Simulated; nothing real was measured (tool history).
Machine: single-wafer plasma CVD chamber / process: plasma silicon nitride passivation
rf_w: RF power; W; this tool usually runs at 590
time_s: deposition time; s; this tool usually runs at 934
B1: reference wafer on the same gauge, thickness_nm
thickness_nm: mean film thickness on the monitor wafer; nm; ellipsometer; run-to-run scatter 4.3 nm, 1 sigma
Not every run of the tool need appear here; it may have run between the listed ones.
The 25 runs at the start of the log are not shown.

{"run": 26, "day": 27.383, "rf_w": 590, "time_s": 934, "B1": 1889.723, "thickness_nm": 1631.495}
{"run": 27, "day": 28.65, "rf_w": 590, "time_s": 934, "B1": 1889.353, "thickness_nm": 1635.066}
{"run": 28, "day": 29.275, "rf_w": 710, "time_s": 934, "B1": 1890.068, "thickness_nm": 1705.422}
{"run": 29, "day": 29.996, "rf_w": 590, "time_s": 1020, "B1": 1887.851, "thickness_nm": 1783.679}
{"run": 30, "day": 31.321, "rf_w": 490, "time_s": 1082, "B1": 1890.948, "thickness_nm": 1807.859}
{"run": 31, "day": 32.108, "rf_w": 480, "time_s": 763, "B1": 1890.015, "thickness_nm": 1265.749}
{"day": 32.654, "done": "RF generator calibrated"}
{"run": 32, "day": 32.675, "rf_w": 535, "time_s": 845, "B1": 1889.834, "thickness_nm": 1443.295}
{"run": 33, "day": 34.121, "rf_w": 515, "time_s": 934, "B1": 1889.737, "thickness_nm": 1575.273}
{"run": 34, "day": 35.308, "rf_w": 670, "time_s": 1061, "B1": 1889.93, "thickness_nm": 1912.329}
{"run": 35, "day": 35.967, "rf_w": 620, "time_s": 1042, "B1": 1889.238, "thickness_nm": 1848.729}
{"day": 36.104, "done": "gauge calibrated"}
{"run": 36, "day": 36.688, "rf_w": 705, "time_s": 870, "B1": 1888.691, "thickness_nm": 1595.985}
{"day": 37.042, "done": "showerhead replaced"}
{"run": 37, "day": 37.504, "rf_w": 590, "time_s": 934, "B1": 1890.932, "thickness_nm": 1627.505}
{"run": 38, "day": 38.379, "rf_w": 620, "time_s": 1047, "B1": 1888.778, "thickness_nm": 1849.854}
{"run": 39, "day": 39.146, "rf_w": 510, "time_s": 934, "B1": 1890.249, "thickness_nm": 1571.692}
{"run": 40, "day": 40.142, "rf_w": 590, "time_s": 934, "B1": 1890.071, "thickness_nm": 1631.405}
{"run": 41, "day": 44.046, "rf_w": 590, "time_s": 934, "B1": 1890.396, "thickness_nm": 1631.97}
{"run": 42, "day": 45.371, "rf_w": 590, "time_s": 934, "B1": 1889.053, "thickness_nm": 1626.857}
{"run": 43, "day": 46.279, "rf_w": 485, "time_s": 799, "B1": 1889.649, "thickness_nm": 1340.095}
{"run": 44, "day": 46.783, "rf_w": 645, "time_s": 750, "B1": 1890.953, "thickness_nm": 1337.057}
{"run": 45, "day": 47.329, "rf_w": 590, "time_s": 934, "B1": 1890.215, "thickness_nm": 1633.249}

Consider 3 possible next runs. They are alternatives, not a sequence: every one starts from the tool as it was left by run 45. What does each give?
{"run": "A", "day": 47.358, "rf_w": 695, "time_s": 934, "B1": "?", "thickness_nm": "?"}
{"run": "B", "day": 47.358, "rf_w": 520, "time_s": 870, "B1": "?", "thickness_nm": "?"}
{"run": "C", "day": 47.358, "rf_w": 545, "time_s": 754, "B1": "?", "thickness_nm": "?"}

run=A B1=1889.778 thickness_nm=1701.383
run=B B1=1889.778 thickness_nm=1474.429
run=C B1=1889.778 thickness_nm=1292.539
Without the tool's hidden state the same runs would have given:
run=A thickness_nm=1701.383
run=B thickness_nm=1474.429
run=C thickness_nm=1292.539

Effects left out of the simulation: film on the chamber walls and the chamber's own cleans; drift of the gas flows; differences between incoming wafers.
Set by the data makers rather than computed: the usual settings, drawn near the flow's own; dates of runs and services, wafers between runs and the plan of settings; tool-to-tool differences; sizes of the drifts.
